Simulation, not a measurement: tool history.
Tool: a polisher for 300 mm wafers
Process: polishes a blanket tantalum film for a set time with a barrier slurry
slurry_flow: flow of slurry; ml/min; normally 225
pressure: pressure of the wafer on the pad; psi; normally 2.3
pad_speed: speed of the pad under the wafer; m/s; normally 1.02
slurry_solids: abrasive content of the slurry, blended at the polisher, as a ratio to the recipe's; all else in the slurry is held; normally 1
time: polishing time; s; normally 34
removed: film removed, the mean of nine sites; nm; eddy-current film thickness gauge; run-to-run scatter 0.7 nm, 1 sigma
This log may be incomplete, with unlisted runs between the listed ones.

run,hour,slurry_flow,pressure,pad_speed,slurry_solids,time,"incoming thickness of the incoming film, nm",removed
1,0,225,2.7,1.02,0.9,34,187.9,75.1
2,12.6,225,2.7,1.02,0.9,34,191.7,74.4
# hour 23.1: slurry blender recalibrated
3,23.6,225,2.7,1.02,0.9,34,193.1,75
4,39.5,260,2.3,1.02,1,34,190.6,70.2
5,47,225,2.3,1.02,1,34,187.9,68
6,57.3,225,2.3,1.02,1,34,193,67.8
7,64.6,225,2,0.86,1,40,191.6,63.5
8,77.1,225,2.3,1.02,1.3,27,193.1,56.2
9,92.7,225,2.3,1.02,1,41,192.2,80.8
10,100.6,225,2.3,1.02,1.1,34,190.9,66.4
# hour 118.9: worn pad replaced by a new one
11,119.4,225,2.3,1.02,1.1,34,190.2,73
12,128.5,225,2.3,1.02,1,27,186.1,55.7
# hour 139.5: head pressure recalibrated
13,143.4,225,2.3,1.02,1.2,44,189.3,95.4
14,150.2,225,2.3,1.02,0.85,34,191.8,65.9
# hour 162.5: slurry nozzle cleaned
# hour 163.9: slurry blender recalibrated
15,164.4,225,2.3,1.02,1.25,34,186.2,72.8
16,182.2,225,2.3,1.02,1,34,190.5,69
17,193.7,225,2.3,0.84,1,45,191.2,79
18,202.8,225,2.3,1.22,1,45,186.6,104.9
19,216.4,225,2.3,1.24,1,34,189.6,79
20,229.3,225,2.6,0.8,1,34,189,59.7
# hour 238.5: worn pad replaced by a new one
21,239,225,2.3,1.02,1,39,193,81.3
22,255.3,225,2.3,1.02,1,41,187.9,85
23,263.4,225,2.3,1.02,0.85,34,191,66.1
24,279.5,225,2.3,1.02,1,34,188.5,68.2
25,296.6,225,2.3,1.02,1,34,189.3,70
26,311.8,225,2.3,1.02,1.1,41,192.7,84
# hour 328.7: slurry blender recalibrated
27,337.4,225,2.3,1.36,1,34,188.3,86.7
# hour 349: worn pad replaced by a new one
28,349.5,225,2.3,0.82,1,34,191.2,58
29,366.4,225,2.8,1.02,1.15,34,187.9,83.9
30,378.8,225,2.3,1.02,1.3,34,189,74.8

4 options for the next run, each taken on its own from the tool as it stands now. Forecast them:
A,379.2,225,2.3,1.02,1,34,187.6,?
B,379.2,165,2.1,1.02,1.25,23,187.6,?
C,379.2,225,2.3,1.18,1,34,187.6,?
D,379.2,225,2.3,1.32,1,34,187.6,?

run,removed
A,69.7
B,45.2
C,78.8
D,86.8
The same runs, with their run-to-run variation unchanged, on a tool lacking any hidden condition would have given:
run,removed
A,71.1
B,46.2
C,80.5
D,88.6
